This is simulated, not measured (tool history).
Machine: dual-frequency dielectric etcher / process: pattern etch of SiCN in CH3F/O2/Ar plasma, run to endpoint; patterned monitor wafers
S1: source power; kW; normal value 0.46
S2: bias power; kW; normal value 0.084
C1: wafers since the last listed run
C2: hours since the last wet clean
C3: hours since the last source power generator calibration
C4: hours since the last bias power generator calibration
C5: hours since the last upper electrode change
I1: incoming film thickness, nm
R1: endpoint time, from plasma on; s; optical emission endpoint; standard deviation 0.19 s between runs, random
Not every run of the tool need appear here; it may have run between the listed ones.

run     day    S1     S2   C1     C2      C3      C4      C5     I1    R1
  1       0  0.46  0.084    0  138.5  2168.2  3513.5  2803.7  10.79    26
  2   1.329   0.5  0.084  470  170.4  2200.1  3545.4  2835.6  10.77  25.1
  3   2.404  0.54  0.084  380  196.2  2225.9  3571.2  2861.4   10.8  24.3
  4   3.029  0.46  0.084  221  211.2  2240.9  3586.2  2876.4  10.88    26
  5   4.058  0.46  0.084  364  235.9  2265.6  3610.9  2901.1  10.88    26
  6     5.5  0.46  0.084  510  270.5  2300.2  3645.5  2935.7  10.77  25.4
      6.279  -- bias power generator calibrated
      6.492  -- source power generator calibrated
  7   6.512  0.52  0.084  240  294.8     0.5     5.6    2960  10.81  24.3
  8   7.917  0.49  0.078  496  328.5    34.2    39.3  2993.7  10.87  26.1
  9   8.571  0.46  0.084  231  344.2    49.9      55  3009.4  10.81  25.4
 10   9.546  0.55  0.071  344  367.6    73.3    78.4  3032.8  10.86  25.7
       11.7  -- wet clean of the chamber
     12.033  -- upper electrode replaced
 11  13.246  0.46  0.084  837   37.1   162.1   167.2    29.1  10.82  26.4
 12  14.729  0.38  0.072  524   72.7   197.7   202.8    64.7  10.72  29.6
 13  15.712  0.37  0.084  347   96.3   221.3   226.4    88.3  10.79  28.3
 14  16.871  0.35  0.064  409  124.1   249.1   254.2   116.1  10.92  32.8

Consider 5 possible next runs. They are alternatives, not a sequence: every one starts from the tool as it was left by run 14. What does each give?
  A  16.888  0.46  0.084   5  124.5  249.5  254.6  116.5  10.71   ?
  B  16.888  0.46  0.065   5  124.5  249.5  254.6  116.5  10.71   ?
  C  16.888  0.56  0.101   5  124.5  249.5  254.6  116.5  10.71   ?
  D  16.888  0.42   0.07   5  124.5  249.5  254.6  116.5  10.71   ?
  E  16.888   0.4  0.064   5  124.5  249.5  254.6  116.5  10.71   ?

run    R1
  A  25.3
  B  28.1
  C  21.7
  D  28.3
  E    30
What these runs would have given with no unlogged condition in the tool:
run    R1
  A  25.9
  B  28.8
  C  22.2
  D    29
  E  30.7
